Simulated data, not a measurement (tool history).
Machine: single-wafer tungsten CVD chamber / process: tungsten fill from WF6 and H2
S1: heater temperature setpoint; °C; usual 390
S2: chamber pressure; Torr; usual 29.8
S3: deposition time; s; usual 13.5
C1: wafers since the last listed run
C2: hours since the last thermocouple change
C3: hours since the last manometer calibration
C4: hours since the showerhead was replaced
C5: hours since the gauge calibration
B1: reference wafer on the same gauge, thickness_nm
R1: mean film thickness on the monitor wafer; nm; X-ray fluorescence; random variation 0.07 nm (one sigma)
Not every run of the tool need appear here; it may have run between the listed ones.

Run 1, hour 0: usual settings but S2 32.3 Torr; C1 0; C2 690.5; C3 915.1; C4 3165.7; C5 111.4; B1 28.012. Result: R1 30.404 nm.
Run 2, hour 27.1: usual settings but S2 32.3 Torr; C1 457; C2 717.6; C3 942.2; C4 3192.8; C5 138.5; B1 28. Result: R1 30.182 nm.
Run 3, hour 51.8: usual settings but S2 32.3 Torr; C1 417; C2 742.3; C3 966.9; C4 3217.5; C5 163.2; B1 28.01. Result: R1 30.254 nm.
Run 4, hour 87.2: usual settings but S1 382 °C; C1 598; C2 777.7; C3 1002.3; C4 3252.9; C5 198.6; B1 27.991. Result: R1 24.713 nm.
Run 5, hour 112.9: usual settings but S1 382 °C; C1 434; C2 803.4; C3 1028; C4 3278.6; C5 224.3; B1 28.008. Result: R1 24.639 nm.
Run 6, hour 143: usual settings; C1 508; C2 833.5; C3 1058.1; C4 3308.7; C5 254.4; B1 28.005. Result: R1 29.56 nm.
Run 7, hour 158.4: usual settings but S2 25.4 Torr; C1 260; C2 848.9; C3 1073.5; C4 3324.1; C5 269.8; B1 28.007. Result: R1 28.157 nm.
Run 8, hour 177.7: usual settings but S2 25.4 Torr; C1 326; C2 868.2; C3 1092.8; C4 3343.4; C5 289.1; B1 28.001. Result: R1 28.082 nm.
Run 9, hour 211.3: usual settings but S1 397 °C, S3 15.6 s; C1 567; C2 901.8; C3 1126.4; C4 3377; C5 322.7; B1 28. Result: R1 39.658 nm.
Run 10, hour 243.4: usual settings but S1 397 °C, S3 15.6 s; C1 542; C2 933.9; C3 1158.5; C4 3409.1; C5 354.8; B1 27.998. Result: R1 39.839 nm.
Run 11, hour 266.2: usual settings; C1 385; C2 956.7; C3 1181.3; C4 3431.9; C5 377.6; B1 28.001. Result: R1 29.508 nm.
Run 12, hour 281.6: usual settings; C1 260; C2 972.1; C3 1196.7; C4 3447.3; C5 393; B1 28.019. Result: R1 29.42 nm.
Run 13, hour 297: usual settings; C1 260; C2 987.5; C3 1212.1; C4 3462.7; C5 408.4; B1 28.006. Result: R1 29.386 nm.
Run 14, hour 329.3: usual settings; C1 545; C2 1019.8; C3 1244.4; C4 3495; C5 440.7; B1 27.996. Result: R1 29.459 nm.
At hour 342: showerhead replaced, of another model than before.
Run 15, hour 353.6: usual settings; C1 275; C2 1044.1; C3 1268.7; C4 11.6; C5 465; B1 27.994. Result: R1 29.678 nm.
Run 16, hour 377.9: usual settings; C1 410; C2 1068.4; C3 1293; C4 35.9; C5 489.3; B1 28.001. Result: R1 29.713 nm.
Run 17, hour 408.8: usual settings but S1 381 °C, S2 22.9 Torr; C1 522; C2 1099.3; C3 1323.9; C4 66.8; C5 520.2; B1 27.997. Result: R1 22.805 nm.
Run 18, hour 425: usual settings but S2 37.2 Torr; C1 273; C2 1115.5; C3 1340.1; C4 83; C5 536.4; B1 28.001. Result: R1 31.26 nm.
At hour 442.3: thermocouple changed; heater temperature recalibrated.
Run 19, hour 442.8: usual settings but S2 37.2 Torr; C1 165; C2 0.5; C3 1357.9; C4 100.8; C5 554.2; B1 27.991. Result: R1 31.36 nm.
Run 20, hour 472.6: usual settings but S1 395 °C, S3 14.2 s; C1 503; C2 30.3; C3 1387.7; C4 130.6; C5 584; B1 28.006. Result: R1 34.713 nm.
Run 21, hour 485.2: usual settings but S1 377 °C, S3 11.3 s; C1 212; C2 42.9; C3 1400.3; C4 143.2; C5 596.6; B1 27.98. Result: R1 18.461 nm.
Run 22, hour 501.9: usual settings; C1 282; C2 59.6; C3 1417; C4 159.9; C5 613.3; B1 27.998. Result: R1 29.596 nm.

Predict the results of run 23:
Run 23, hour 536.6: usual settings but S1 382 °C, S2 22.8 Torr, S3 11.5 s; C1 586; C2 94.3; C3 1451.7; C4 194.6; C5 648; B1 ?. Result: R1 ?.

Run 23 measured B1 28, R1 19.778 nm.
On a tool with no hidden condition, and with the same random variation, this run would have come out at R1 20.212 nm.
